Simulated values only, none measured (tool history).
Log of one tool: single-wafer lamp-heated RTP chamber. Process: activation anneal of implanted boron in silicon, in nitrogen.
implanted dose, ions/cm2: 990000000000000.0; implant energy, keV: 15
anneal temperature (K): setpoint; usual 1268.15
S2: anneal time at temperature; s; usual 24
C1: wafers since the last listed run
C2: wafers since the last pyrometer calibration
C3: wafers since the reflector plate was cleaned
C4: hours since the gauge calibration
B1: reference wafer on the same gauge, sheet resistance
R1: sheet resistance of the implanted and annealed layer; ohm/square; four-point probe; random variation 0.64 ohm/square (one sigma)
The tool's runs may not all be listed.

Run 1, hour 0: usual settings; C1 0; C2 1694; C3 2678; C4 710.4; B1 156.85. Result: R1 131.84 ohm/square.
Run 2, hour 46.7: usual settings; C1 774; C2 2468; C3 3452; C4 757.1; B1 156.46. Result: R1 132.19 ohm/square.
Run 3, hour 86.4: usual settings; C1 658; C2 3126; C3 4110; C4 796.8; B1 156.55. Result: R1 132.65 ohm/square.
At hour 114.9: pyrometer window cleaned and pyrometer calibrated.
At hour 115.4: reflector plate cleaned.
Run 4, hour 135.5: usual settings but anneal temperature (K) 1291.15; C1 672; C2 332; C3 332; C4 845.9; B1 156.03. Result: R1 125.83 ohm/square.
Run 5, hour 173.6: usual settings but anneal temperature (K) 1291.15; C1 631; C2 964; C3 964; C4 884; B1 155.87. Result: R1 124.8 ohm/square.
Run 6, hour 208.6: usual settings but anneal temperature (K) 1291.15; C1 580; C2 1544; C3 1544; C4 919; B1 155.76. Result: R1 125.39 ohm/square.
Run 7, hour 247.8: usual settings; C1 649; C2 2194; C3 2194; C4 958.2; B1 155.4. Result: R1 129.92 ohm/square.
Run 8, hour 288.7: usual settings; C1 678; C2 2872; C3 2872; C4 999.1; B1 155.14. Result: R1 130.34 ohm/square.
At hour 329.2: pyrometer window cleaned and pyrometer calibrated.
Run 9, hour 360.6: usual settings; C1 1059; C2 520; C3 3931; C4 1071; B1 154.59. Result: R1 129.8 ohm/square.
Run 10, hour 426.8: usual settings; C1 1097; C2 1618; C3 5029; C4 1137.2; B1 154.2. Result: R1 130.09 ohm/square.
At hour 435.2: reflector plate cleaned.
Run 11, hour 452.2: usual settings; C1 288; C2 1906; C3 282; C4 1162.6; B1 154.09. Result: R1 128.93 ohm/square.
Run 12, hour 504.6: usual settings but anneal temperature (K) 1251.15, S2 19 s; C1 868; C2 2775; C3 1150; C4 1215; B1 153.79. Result: R1 138.56 ohm/square.
At hour 504.7: gauge calibrated.
At hour 537.6: pyrometer window cleaned and pyrometer calibrated.
Run 13, hour 576.4: usual settings but anneal temperature (K) 1239.15, S2 34 s; C1 1057; C2 643; C3 2208; C4 71.7; B1 161.27. Result: R1 151.49 ohm/square.
Run 14, hour 611.1: usual settings but anneal temperature (K) 1281.15, S2 30 s; C1 575; C2 1218; C3 2783; C4 106.4; B1 161.03. Result: R1 131.48 ohm/square.
Run 15, hour 652.1: usual settings but anneal temperature (K) 1250.15; C1 679; C2 1898; C3 3463; C4 147.4; B1 160.66. Result: R1 144.71 ohm/square.
Run 16, hour 684.4: usual settings; C1 535; C2 2433; C3 3999; C4 179.7; B1 160.46. Result: R1 135.25 ohm/square.
At hour 751.3: reflector plate cleaned.
At hour 756.1: pyrometer window cleaned and pyrometer calibrated.
Run 17, hour 756.6: usual settings but anneal temperature (K) 1260.15; C1 984; C2 7; C3 7; C4 251.9; B1 160.09. Result: R1 139.47 ohm/square.
Run 18, hour 787.2: usual settings but anneal temperature (K) 1296.15, S2 19 s; C1 507; C2 514; C3 514; C4 282.5; B1 160.01. Result: R1 128.66 ohm/square.
Run 19, hour 845.4: usual settings but anneal temperature (K) 1298.15, S2 28 s; C1 964; C2 1479; C3 1479; C4 340.7; B1 159.62. Result: R1 127.83 ohm/square.
Run 20, hour 870: usual settings but anneal temperature (K) 1291.15; C1 407; C2 1887; C3 1887; C4 365.3; B1 159.29. Result: R1 127.43 ohm/square.
Run 21, hour 923.4: usual settings but anneal temperature (K) 1297.15, S2 16 s; C1 885; C2 2772; C3 2772; C4 418.7; B1 159.05. Result: R1 127.74 ohm/square.
At hour 937.9: pyrometer window cleaned and pyrometer calibrated.
Run 22, hour 962.9: usual settings but anneal temperature (K) 1291.15; C1 522; C2 414; C3 3295; C4 458.2; B1 158.8. Result: R1 128.63 ohm/square.

4 ways to go on from here, each from the tool as it stands after run 22. What would each give?
Run A, hour 963.3: usual settings; C1 6; C2 420; C3 3301; C4 458.6; B1 ?. Result: R1 ?.
Run B, hour 963.3: usual settings but anneal temperature (K) 1291.15, S2 33 s; C1 6; C2 420; C3 3301; C4 458.6; B1 ?. Result: R1 ?.
Run C, hour 963.3: usual settings but S2 16 s; C1 6; C2 420; C3 3301; C4 458.6; B1 ?. Result: R1 ?.
Run D, hour 963.3: usual settings but S2 31 s; C1 6; C2 420; C3 3301; C4 458.6; B1 ?. Result: R1 ?.

run      B1      R1
  A  158.75  133.18
  B  158.75   126.9
  C  158.75  135.01
  D  158.75  132.13
Without the tool's hidden state the same runs would have given:
run      R1
  A     135
  B  128.63
  C  136.85
  D  133.93
